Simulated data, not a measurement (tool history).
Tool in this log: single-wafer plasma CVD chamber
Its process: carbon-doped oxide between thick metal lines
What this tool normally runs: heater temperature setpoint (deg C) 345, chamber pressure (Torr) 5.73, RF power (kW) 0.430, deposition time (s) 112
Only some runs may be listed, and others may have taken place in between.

run	hour	heater temperature setpoint (deg C)	chamber pressure (Torr)	RF power (kW)	deposition time (s)	wafers since the last listed run	hours since the last thermocouple change	hours since the last RF generator calibration	hours since the last manometer calibration	hours since the showerhead was replaced	hours since the gauge calibration	read-back reference wafer on the same gauge, thickness_nm	mean film thickness on the monitor wafer (nm)
1	0.0	345	6.26	0.430	112	0	166.2	1846.0	59.0	478.2	3361.7	618.370	508.053
2	73.2	345	5.73	0.430	124	1210	239.4	1919.2	132.2	551.4	3434.9	617.462	558.011
3	121.8	345	5.73	0.430	124	803	288.0	1967.8	180.8	600.0	3483.5	618.533	556.767
4	197.8	345	5.73	0.430	124	1256	364.0	2043.8	256.8	676.0	3559.5	617.886	555.699
5	253.0	358	5.73	0.430	112	912	419.2	2099.0	312.0	731.2	3614.7	617.608	483.817
# hour 363.1: gauge calibrated
6	398.4	345	4.64	0.365	112	2404	564.6	2244.4	457.4	876.6	35.3	618.730	413.750
7	475.2	350	5.73	0.360	104	1270	641.4	2321.2	534.2	953.4	112.1	617.700	380.999
# hour 537.5: RF generator calibrated
8	572.8	356	6.72	0.430	112	1481	739.0	35.3	631.8	1051.0	209.7	617.907	506.702
9	626.9	337	5.73	0.465	112	894	793.1	89.4	685.9	1105.1	263.8	618.583	567.731
10	668.5	334	6.63	0.430	122	688	834.7	131.0	727.5	1146.7	305.4	617.534	590.577
11	741.3	345	5.73	0.430	112	1204	907.5	203.8	800.3	1219.5	378.2	617.593	514.877
12	786.0	352	6.26	0.505	112	739	952.2	248.5	845.0	1264.2	422.9	617.755	575.941
13	890.9	345	5.73	0.430	112	1734	1057.1	353.4	949.9	1369.1	527.8	618.199	515.526
14	969.9	345	5.73	0.430	118	1306	1136.1	432.4	1028.9	1448.1	606.8	617.500	538.173
15	1067.6	333	5.73	0.360	112	1615	1233.8	530.1	1126.6	1545.8	704.5	617.753	444.285
16	1120.8	345	5.73	0.430	112	879	1287.0	583.3	1179.8	1599.0	757.7	617.654	512.118
17	1202.3	345	5.73	0.430	93	1347	1368.5	664.8	1261.3	1680.5	839.2	618.726	423.839
18	1294.1	349	5.05	0.430	104	1518	1460.3	756.6	1353.1	1772.3	931.0	618.224	461.919
19	1377.9	345	6.94	0.510	93	1385	1544.1	840.4	1436.9	1856.1	1014.8	618.195	495.942
20	1424.1	333	6.40	0.430	91	764	1590.3	886.6	1483.1	1902.3	1061.0	618.132	432.092
21	1526.8	345	5.73	0.430	112	1698	1693.0	989.3	1585.8	2005.0	1163.7	618.465	508.785
22	1582.5	336	5.73	0.360	96	921	1748.7	1045.0	1641.5	2060.7	1219.4	618.096	374.238
23	1674.8	345	6.75	0.430	93	1526	1841.0	1137.3	1733.8	2153.0	1311.7	618.337	427.277
24	1730.0	345	5.73	0.430	127	912	1896.2	1192.5	1789.0	2208.2	1366.9	618.233	571.508
25	1805.0	345	5.73	0.430	112	1240	1971.2	1267.5	1864.0	2283.2	1441.9	618.787	502.435
26	1904.2	353	5.73	0.395	112	1640	2070.4	1366.7	1963.2	2382.4	1541.1	617.720	453.110
27	1965.0	345	5.73	0.430	112	1005	2131.2	1427.5	2024.0	2443.2	1601.9	617.391	500.451
# hour 1994.5: thermocouple changed; heater temperature recalibrated
28	2007.8	345	6.60	0.430	112	575	13.3	1470.3	2066.8	2486.0	1644.7	617.979	515.224

Results per run with the tool's hidden condition removed, run-to-run variation unchanged:
Hidden conditions of the tool in this case: wafer temperature above the value expected at the setpoint (K); delivered RF power above the setpoint (%); true pressure above the setpoint (%); gauge reads high (%).
run	mean film thickness on the monitor wafer (nm)
1	520.826
2	573.075
3	572.523
4	572.621
5	499.232
6	429.617
7	396.586
8	509.207
9	571.059
10	594.480
11	518.423
12	579.731
13	520.070
14	543.570
15	450.007
16	518.634
17	429.937
18	469.128
19	504.620
20	441.285
21	520.176
22	384.008
23	438.678
24	587.744
25	517.942
26	468.053
27	518.727
28	523.772
